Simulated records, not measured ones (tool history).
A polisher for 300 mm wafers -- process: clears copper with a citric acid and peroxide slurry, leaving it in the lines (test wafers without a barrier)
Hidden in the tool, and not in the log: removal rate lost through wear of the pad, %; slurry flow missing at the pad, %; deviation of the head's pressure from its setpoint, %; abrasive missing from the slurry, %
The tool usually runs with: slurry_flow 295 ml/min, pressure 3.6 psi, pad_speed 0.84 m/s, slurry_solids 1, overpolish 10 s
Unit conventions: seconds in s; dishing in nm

run     day  slurry_flow  pressure  pad_speed  slurry_solids  overpolish  wafers since the last listed run  wafers polished on this pad  hours since the slurry nozzle was cleaned  hours since the head pressure was calibrated  hours since the slurry blender was calibrated  incoming thickness of the incoming film, nm  seconds  dishing
  1       0          295       3.6       0.84              1           7                                 0                         1353                                       65.7                                         341.9                                          168.6                                        263.9    106.2     13.6
      0.629  -- worn pad replaced by a new one
  2   1.617          295       3.6       0.84              1          13                               244                          166                                      104.5                                         380.7                                          207.4                                        275.1    109.6     23.8
  3   2.717          295       3.6       0.84              1          13                               185                          352                                      130.9                                         407.1                                          233.8                                          273    109.3     23.4
  4   5.504          295       3.6       0.84              1          13                               470                          822                                      197.8                                           474                                          300.7                                        266.6    107.2       24
      6.371  -- slurry nozzle cleaned
  5   6.733          295       3.6       0.84              1          10                               200                         1022                                        8.7                                         503.5                                          330.2                                        267.3    108.3     18.5
  6   9.617          295       3.6       0.84              1          10                               486                         1509                                       77.9                                         572.7                                          399.4                                        267.6    107.8       18
     10.517  -- worn pad replaced by a new one, of another model than before
     13.821  -- head pressure recalibrated
  7  15.258          295       3.6       0.84              1          10                               909                          785                                      213.3                                          34.5                                          534.8                                        269.7    113.5     17.3
     15.483  -- slurry blender recalibrated
  8  16.379          295       3.6       0.84              1          10                               175                          960                                      240.2                                          61.4                                           21.5                                        267.7    105.8     19.7
     17.517  -- slurry nozzle cleaned
  9  17.917          295       3.6       0.84              1          10                               252                         1213                                        9.6                                          98.3                                           58.4                                        271.9    107.6     19.5
 10  19.208          295       3.6       0.84              1          10                               217                         1431                                       40.6                                         129.3                                           89.4                                        268.1    104.1     18.7
     20.042  -- worn pad replaced by a new one
 11  21.646          295       3.6       0.94              1          10                               383                          270                                       99.1                                         187.8                                          147.9                                        271.7    100.1     19.8
 12  23.562          295       3.6       0.84           0.85           9                               323                          594                                      145.1                                         233.8                                          193.9                                        269.8    110.6     16.2
 13  24.617          345       3.6       0.84              1          15                               177                          771                                      170.4                                         259.1                                          219.2                                          271    105.7     27.9
 14  26.383          210       3.6       1.02              1          15                               298                         1069                                      212.8                                         301.5                                          261.6                                        266.5    101.1     28.5
     27.579  -- slurry nozzle cleaned
 15  28.142          295       3.6       0.84              1          10                               289                         1359                                       13.5                                         343.7                                          303.8                                        271.3    108.3     19.2
 16  29.708          295       3.6       0.84            0.8          10                               264                         1623                                       51.1                                         381.3                                          341.4                                        266.8    114.2     17.9
     30.042  -- worn pad replaced by a new one
 17  31.617          375       3.6       0.84              1          10                               293                          265                                       96.9                                         427.1                                          387.2                                        267.1    109.3     18.4
 18  33.446          295       3.6       0.84           1.15          10                               308                          573                                      140.8                                           471                                          431.1                                        274.9    112.4     18.4
     33.529  -- slurry blender recalibrated
 19  38.117          340       3.6       0.84              1          10                               774                         1348                                      252.9                                         583.1                                          110.1                                        267.1    104.3     19.6

The next listed run, before its measurement:
     38.638  -- worn pad replaced by a new one
     38.712  -- slurry nozzle cleaned
     39.088  -- head pressure recalibrated
 20  40.133          335       4.3       0.84            0.8          16                               290                          231                                       34.1                                          25.1                                          158.5                                          274        ?        ?

Run 20 came out at seconds 94.3 s, dishing 33.5 nm.
The same run, on a tool lacking any hidden state, would have yielded seconds 91.5 s, dishing 34.4 nm.
